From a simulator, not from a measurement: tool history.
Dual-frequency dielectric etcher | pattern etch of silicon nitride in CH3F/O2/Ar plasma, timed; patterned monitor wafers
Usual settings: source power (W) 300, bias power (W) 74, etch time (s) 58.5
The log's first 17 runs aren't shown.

| run | hour | source power (W) | bias power (W) | etch time (s) | read-back reference wafer on the same gauge, depth_nm | mean etch depth across the wafer (angstrom) |
|---|---|---|---|---|---|---|
|  | 246.2 | upper electrode replaced |
|  | 258.6 | wet clean of the chamber |
| 18 | 259.1 | 300 | 74 | 70 | 38.21 | 448.4 |
| 19 | 259.4 | 230 | 89 | 75.5 | 38.22 | 473.2 |
| 20 | 259.7 | 300 | 74 | 42.5 | 38.21 | 271.2 |
| 21 | 269.6 | 240 | 74 | 70 | 38.18 | 411.1 |
|  | 281.1 | source power generator calibrated |
| 22 | 285.3 | 300 | 82 | 58.5 | 38.22 | 391.5 |
| 23 | 294.2 | 300 | 83 | 58.5 | 38.22 | 392.6 |
| 24 | 304.3 | 300 | 86 | 58.5 | 38.22 | 398.2 |
| 25 | 313.5 | 300 | 74 | 58.5 | 38.19 | 373.3 |
| 26 | 341.9 | 240 | 57 | 51 | 38.19 | 266.9 |
| 27 | 357 | 300 | 74 | 65 | 38.2 | 414 |
| 28 | 374.6 | 240 | 89 | 41.5 | 38.23 | 263.2 |
|  | 381.6 | gauge calibrated |
| 29 | 382.4 | 230 | 74 | 58.5 | 38.23 | 336.8 |
| 30 | 400.2 | 300 | 74 | 58.5 | 38.16 | 373.5 |
| 31 | 410.1 | 300 | 74 | 58.5 | 38.18 | 373 |

Forecast each of these 3 alternatives for the next run:
| A | 410.5 | 300 | 74 | 58.5 | ? | ? |
| B | 410.5 | 260 | 91 | 43 | ? | ? |
| C | 410.5 | 320 | 63 | 48 | ? | ? |

| run | read-back reference wafer on the same gauge, depth_nm | mean etch depth across the wafer (angstrom) |
|---|---|---|
| A | 38.19 | 371.9 |
| B | 38.19 | 283 |
| C | 38.19 | 292.1 |
Without the tool's hidden state the same runs would have given:
| run | mean etch depth across the wafer (angstrom) |
|---|---|
| A | 373 |
| B | 283.9 |
| C | 292.9 |

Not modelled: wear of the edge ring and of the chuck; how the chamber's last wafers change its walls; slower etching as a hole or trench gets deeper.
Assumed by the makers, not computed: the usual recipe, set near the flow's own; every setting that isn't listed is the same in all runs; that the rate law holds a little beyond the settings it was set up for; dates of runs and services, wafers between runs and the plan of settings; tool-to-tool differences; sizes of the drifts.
